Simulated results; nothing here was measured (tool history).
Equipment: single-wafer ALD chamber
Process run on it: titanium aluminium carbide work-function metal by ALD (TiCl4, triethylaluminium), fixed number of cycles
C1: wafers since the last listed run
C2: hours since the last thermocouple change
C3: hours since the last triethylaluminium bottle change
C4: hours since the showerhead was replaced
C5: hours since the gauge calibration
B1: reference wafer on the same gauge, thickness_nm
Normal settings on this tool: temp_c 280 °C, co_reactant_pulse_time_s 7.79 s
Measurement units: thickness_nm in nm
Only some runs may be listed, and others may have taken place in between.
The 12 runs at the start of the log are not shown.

Run 13, hour 368.8: usual settings; C1 406; C2 2704.0; C3 1443.4; C4 5502.8; C5 607.7; B1 1.989. Result: thickness_nm 1.694 nm.
Run 14, hour 392.1: usual settings; C1 374; C2 2727.3; C3 1466.7; C4 5526.1; C5 631.0; B1 1.991. Result: thickness_nm 1.696 nm.
Run 15, hour 416.5: usual settings; C1 391; C2 2751.7; C3 1491.1; C4 5550.5; C5 655.4; B1 1.990. Result: thickness_nm 1.688 nm.
At hour 426.6: gauge calibrated.
Run 16, hour 437.5: usual settings; C1 337; C2 2772.7; C3 1512.1; C4 5571.5; C5 10.9; B1 1.990. Result: thickness_nm 1.693 nm.
At hour 455.9: triethylaluminium bottle replaced.
Run 17, hour 470.6: usual settings; C1 403; C2 2805.8; C3 14.7; C4 5604.6; C5 44.0; B1 1.990. Result: thickness_nm 1.749 nm.
Run 18, hour 498.8: usual settings but temp_c 287 °C, co_reactant_pulse_time_s 9.51 s; C1 452; C2 2834.0; C3 42.9; C4 5632.8; C5 72.2; B1 1.989. Result: thickness_nm 1.854 nm.
Run 19, hour 511.7: usual settings but temp_c 293 °C, co_reactant_pulse_time_s 4.72 s; C1 207; C2 2846.9; C3 55.8; C4 5645.7; C5 85.1; B1 1.990. Result: thickness_nm 1.664 nm.
Run 20, hour 524.4: usual settings but co_reactant_pulse_time_s 10.09 s; C1 203; C2 2859.6; C3 68.5; C4 5658.4; C5 97.8; B1 1.990. Result: thickness_nm 1.810 nm.
Run 21, hour 554.6: usual settings but temp_c 288 °C, co_reactant_pulse_time_s 8.64 s; C1 484; C2 2889.8; C3 98.7; C4 5688.6; C5 128.0; B1 1.991. Result: thickness_nm 1.840 nm.
At hour 576.6: showerhead replaced, of another model than before.
Run 22, hour 581.1: usual settings; C1 297; C2 2916.3; C3 125.2; C4 4.5; C5 154.5; B1 1.990. Result: thickness_nm 1.742 nm.
At hour 614.5: thermocouple changed; heater temperature recalibrated.
Run 23, hour 615.0: usual settings but temp_c 269 °C; C1 415; C2 0.5; C3 159.1; C4 38.4; C5 188.4; B1 1.991. Result: thickness_nm 1.655 nm.
Run 24, hour 642.2: usual settings but temp_c 270 °C, co_reactant_pulse_time_s 5.08 s; C1 436; C2 27.7; C3 186.3; C4 65.6; C5 215.6; B1 1.991. Result: thickness_nm 1.589 nm.
Run 25, hour 676.0: usual settings but temp_c 276 °C, co_reactant_pulse_time_s 9.64 s; C1 542; C2 61.5; C3 220.1; C4 99.4; C5 249.4; B1 1.991. Result: thickness_nm 1.760 nm.
Run 26, hour 701.0: usual settings but co_reactant_pulse_time_s 10.67 s; C1 401; C2 86.5; C3 245.1; C4 124.4; C5 274.4; B1 1.990. Result: thickness_nm 1.805 nm.
Run 27, hour 732.8: usual settings but temp_c 292 °C, co_reactant_pulse_time_s 5.61 s; C1 510; C2 118.3; C3 276.9; C4 156.2; C5 306.2; B1 1.990. Result: thickness_nm 1.780 nm.
Run 28, hour 748.9: usual settings but temp_c 284 °C, co_reactant_pulse_time_s 6.96 s; C1 258; C2 134.4; C3 293.0; C4 172.3; C5 322.3; B1 1.990. Result: thickness_nm 1.757 nm.
Run 29, hour 778.7: usual settings but temp_c 266 °C, co_reactant_pulse_time_s 9.95 s; C1 478; C2 164.2; C3 322.8; C4 202.1; C5 352.1; B1 1.991. Result: thickness_nm 1.672 nm.
Run 30, hour 805.6: usual settings but co_reactant_pulse_time_s 5.78 s; C1 431; C2 191.1; C3 349.7; C4 229.0; C5 379.0; B1 1.989. Result: thickness_nm 1.669 nm.
Run 31, hour 831.9: usual settings but temp_c 269 °C, co_reactant_pulse_time_s 4.76 s; C1 422; C2 217.4; C3 376.0; C4 255.3; C5 405.3; B1 1.992. Result: thickness_nm 1.560 nm.

Branching from run 31: 4 alternative next runs. What would each branch give?
Run A, hour 832.3: usual settings; C1 6; C2 217.8; C3 376.4; C4 255.7; C5 405.7; B1 ?. Result: thickness_nm ?.
Run B, hour 832.3: usual settings but co_reactant_pulse_time_s 8.73 s; C1 6; C2 217.8; C3 376.4; C4 255.7; C5 405.7; B1 ?. Result: thickness_nm ?.
Run C, hour 832.3: usual settings but temp_c 268 °C; C1 6; C2 217.8; C3 376.4; C4 255.7; C5 405.7; B1 ?. Result: thickness_nm ?.
Run D, hour 832.3: usual settings but temp_c 284 °C, co_reactant_pulse_time_s 10.44 s; C1 6; C2 217.8; C3 376.4; C4 255.7; C5 405.7; B1 ?. Result: thickness_nm ?.

run     B1  thickness_nm
  A  1.988         1.747
  B  1.988         1.769
  C  1.988         1.650
  D  1.988         1.834
Stripped of hidden state, with their random variation kept, the same runs would have yielded:
run  thickness_nm
  A         1.752
  B         1.774
  C         1.655
  D         1.838

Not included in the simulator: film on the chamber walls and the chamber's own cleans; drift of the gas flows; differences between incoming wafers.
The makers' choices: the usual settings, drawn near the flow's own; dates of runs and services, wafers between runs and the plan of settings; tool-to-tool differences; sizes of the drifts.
